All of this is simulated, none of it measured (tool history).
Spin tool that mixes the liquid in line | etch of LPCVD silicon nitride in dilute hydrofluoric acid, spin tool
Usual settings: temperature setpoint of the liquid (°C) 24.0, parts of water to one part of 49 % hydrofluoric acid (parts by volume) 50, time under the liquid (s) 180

run   hour  temperature setpoint of the liquid (°C)  parts of water to one part of 49 % hydrofluoric acid (parts by volume)  time under the liquid (s)  read-back film thickness of the LPCVD silicon nitride reference wafer, read on the same gauge (nm)  thickness taken off the LPCVD silicon nitride on a monitor wafer (Å)
  1    0.0                                     21.5                                                                      50                        180                                                                                              80.013                                                                 17.23
  2   16.0                                     21.5                                                                      50                        180                                                                                              79.991                                                                 17.05
  3   50.7                                     24.0                                                                      40                        180                                                                                              80.021                                                                 25.50
  4   67.7                                     24.0                                                                      40                        180                                                                                              80.025                                                                 24.88
  5   85.0                                     24.0                                                                      50                        180                                                                                              79.967                                                                 20.44
  6  102.3                                     24.0                                                                      50                        180                                                                                              80.009                                                                 20.57
     129.9  -- thermometer replaced
  7  130.9                                     24.0                                                                      50                        180                                                                                              80.022                                                                 20.53
  8  149.3                                     24.0                                                                      50                        180                                                                                              80.006                                                                 20.04
     156.9  -- hydrofluoric acid flow meter replaced, repeated, since the last time left the tool worse
  9  182.5                                     27.0                                                                      50                        180                                                                                              79.989                                                                 22.05
 10  218.3                                     24.0                                                                      30                         90                                                                                              80.007                                                                 14.85
 11  235.1                                     19.5                                                                      60                        270                                                                                              79.992                                                                 16.65
 12  250.6                                     24.0                                                                      50                        140                                                                                              79.980                                                                 14.00
 13  285.8                                     24.0                                                                      50                        180                                                                                              80.008                                                                 18.28
 14  321.7                                     20.0                                                                      50                        180                                                                                              80.010                                                                 13.56
 15  334.3                                     20.5                                                                      30                        255                                                                                              79.975                                                                 33.18
 16  362.6                                     24.0                                                                      50                        225                                                                                              80.008                                                                 23.34
     369.8  -- gauge calibrated
 17  387.2                                     24.0                                                                      60                        130                                                                                              79.988                                                                 11.17
 18  408.7                                     21.0                                                                      35                        215                                                                                              80.003                                                                 25.38
 19  429.5                                     26.0                                                                      50                        250                                                                                              80.027                                                                 29.48
 20  442.5                                     22.5                                                                      50                        105                                                                                              79.991                                                                  9.56

Forecast run 21:
 21  476.7                                     21.5                                                                      35                        180                                                                                                   ?                                                                     ?

read-back film thickness of the LPCVD silicon nitride reference wafer, read on the same gauge (nm): 79.993
thickness taken off the LPCVD silicon nitride on a monitor wafer (Å): 22.51
Without the tool's hidden state the same run would have given thickness taken off the LPCVD silicon nitride on a monitor wafer (Å) 21.52.
